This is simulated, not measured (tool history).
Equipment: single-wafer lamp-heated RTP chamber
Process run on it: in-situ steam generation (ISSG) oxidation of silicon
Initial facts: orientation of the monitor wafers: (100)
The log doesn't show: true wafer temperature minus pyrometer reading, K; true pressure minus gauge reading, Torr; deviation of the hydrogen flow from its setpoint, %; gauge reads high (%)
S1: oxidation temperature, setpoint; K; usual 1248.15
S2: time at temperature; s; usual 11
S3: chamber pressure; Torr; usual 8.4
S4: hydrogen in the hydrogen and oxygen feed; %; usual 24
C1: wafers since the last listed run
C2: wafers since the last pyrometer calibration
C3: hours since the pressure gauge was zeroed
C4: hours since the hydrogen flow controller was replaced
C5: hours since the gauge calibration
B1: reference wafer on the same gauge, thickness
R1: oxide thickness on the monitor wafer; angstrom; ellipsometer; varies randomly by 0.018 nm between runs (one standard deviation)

Run 1, hour 0: usual settings; C1 0; C2 5089; C3 2803.3; C4 3608.5; C5 599.9; B1 4.237. Result: R1 41.08 angstrom.
Run 2, hour 17.2: usual settings; C1 200; C2 5290; C3 2820.5; C4 3625.7; C5 617.1; B1 4.242. Result: R1 41.07 angstrom.
Run 3, hour 37.2: usual settings; C1 233; C2 5523; C3 2840.5; C4 3645.7; C5 637.1; B1 4.243. Result: R1 41.04 angstrom.
Run 4, hour 67.8: usual settings; C1 356; C2 5880; C3 2871.1; C4 3676.3; C5 667.7; B1 4.241. Result: R1 41.38 angstrom.
Run 5, hour 87.9: usual settings; C1 234; C2 6114; C3 2891.2; C4 3696.4; C5 687.8; B1 4.236. Result: R1 40.99 angstrom.
Run 6, hour 110.2: usual settings; C1 259; C2 6374; C3 2913.5; C4 3718.7; C5 710.1; B1 4.238. Result: R1 40.97 angstrom.
Run 7, hour 134.9: usual settings; C1 287; C2 6662; C3 2938.2; C4 3743.4; C5 734.8; B1 4.247. Result: R1 40.69 angstrom.
Run 8, hour 166.3: usual settings; C1 365; C2 7028; C3 2969.6; C4 3774.8; C5 766.2; B1 4.239. Result: R1 41 angstrom.
At hour 174.9: gauge calibrated.
Run 9, hour 193.5: usual settings but S2 10 s; C1 317; C2 7345; C3 2996.8; C4 3802; C5 18.6; B1 4.236. Result: R1 39.58 angstrom.
Run 10, hour 220.9: usual settings; C1 319; C2 7664; C3 3024.2; C4 3829.4; C5 46; B1 4.243. Result: R1 41.16 angstrom.
At hour 251.9: pyrometer window cleaned and pyrometer calibrated.
Run 11, hour 252.9: usual settings; C1 279; C2 11; C3 3056.2; C4 3861.4; C5 78; B1 4.239. Result: R1 40.97 angstrom.
Run 12, hour 270.2: usual settings; C1 201; C2 213; C3 3073.5; C4 3878.7; C5 95.3; B1 4.247. Result: R1 41.06 angstrom.
Run 13, hour 291: usual settings; C1 242; C2 455; C3 3094.3; C4 3899.5; C5 116.1; B1 4.241. Result: R1 41.01 angstrom.
Run 14, hour 307.3: usual settings but S2 9 s, S4 28 %; C1 189; C2 645; C3 3110.6; C4 3915.8; C5 132.4; B1 4.238. Result: R1 39.5 angstrom.
Run 15, hour 334.1: usual settings; C1 312; C2 958; C3 3137.4; C4 3942.6; C5 159.2; B1 4.24. Result: R1 40.9 angstrom.
Run 16, hour 359.7: usual settings; C1 298; C2 1256; C3 3163; C4 3968.2; C5 184.8; B1 4.241. Result: R1 41.01 angstrom.
Run 17, hour 385.6: usual settings but S2 15 s, S4 17 %; C1 301; C2 1558; C3 3188.9; C4 3994.1; C5 210.7; B1 4.242. Result: R1 43.25 angstrom.
Run 18, hour 410.3: usual settings but S3 7.1 Torr, S4 28 %; C1 287; C2 1846; C3 3213.6; C4 4018.8; C5 235.4; B1 4.241. Result: R1 43.04 angstrom.
Run 19, hour 432.1: usual settings but S3 9.1 Torr; C1 254; C2 2100; C3 3235.4; C4 4040.6; C5 257.2; B1 4.238. Result: R1 40.84 angstrom.
Run 20, hour 462.7: usual settings but S1 1266.15 K, S3 9.2 Torr; C1 356; C2 2457; C3 3266; C4 4071.2; C5 287.8; B1 4.239. Result: R1 42.57 angstrom.
Run 21, hour 489.7: usual settings; C1 314; C2 2771; C3 3293; C4 4098.2; C5 314.8; B1 4.243. Result: R1 40.85 angstrom.
At hour 514.1: pressure gauge zeroed.
Run 22, hour 514.6: usual settings but S2 15 s, S3 9.2 Torr, S4 14 %; C1 196; C2 2968; C3 0.5; C4 4123.1; C5 339.7; B1 4.24. Result: R1 41 angstrom.
At hour 530.1: hydrogen flow controller replaced.
Run 23, hour 530.6: usual settings; C1 93; C2 3061; C3 16.5; C4 0.5; C5 355.7; B1 4.242. Result: R1 40.79 angstrom.
Run 24, hour 548.2: usual settings but S1 1255.15 K, S2 10 s; C1 205; C2 3267; C3 34.1; C4 18.1; C5 373.3; B1 4.243. Result: R1 40.18 angstrom.
Run 25, hour 576.7: usual settings but S1 1260.15 K, S2 8 s, S4 32 %; C1 332; C2 3599; C3 62.6; C4 46.6; C5 401.8; B1 4.237. Result: R1 40.62 angstrom.
Run 26, hour 601.5: usual settings but S4 20 %; C1 289; C2 3888; C3 87.4; C4 71.4; C5 426.6; B1 4.244. Result: R1 39.14 angstrom.
Run 27, hour 632.4: usual settings but S2 8 s, S3 9.9 Torr; C1 360; C2 4248; C3 118.3; C4 102.3; C5 457.5; B1 4.244. Result: R1 35.5 angstrom.
Run 28, hour 654.8: usual settings but S1 1263.15 K, S4 21 %; C1 261; C2 4509; C3 140.7; C4 124.7; C5 479.9; B1 4.237. Result: R1 41.68 angstrom.
Run 29, hour 687.1: usual settings but S3 9.9 Torr; C1 376; C2 4886; C3 173; C4 157; C5 512.2; B1 4.235. Result: R1 39.88 angstrom.
Run 30, hour 720: usual settings but S1 1256.15 K, S4 30 %; C1 383; C2 5269; C3 205.9; C4 189.9; C5 545.1; B1 4.242. Result: R1 44.69 angstrom.
Run 31, hour 734.2: usual settings but S3 7.1 Torr; C1 165; C2 5435; C3 220.1; C4 204.1; C5 559.3; B1 4.237. Result: R1 41.19 angstrom.

Across each entry between runs, compare the hidden state at the last listed run before it with the hidden state at the first listed run after it:
In the gap between runs 8 and 9: gauge calibrated (hour 174.9)
  no difference in the tool's unlogged condition between these two runs
In the gap between runs 10 and 11: pyrometer window cleaned and pyrometer calibrated (hour 251.9)
  no difference in the tool's unlogged condition between these two runs
In the gap between runs 21 and 22: pressure gauge zeroed (hour 514.1)
  no difference in the tool's unlogged condition between these two runs
In the gap between runs 22 and 23: hydrogen flow controller replaced (hour 530.1)
  no difference in the tool's unlogged condition between these two runs
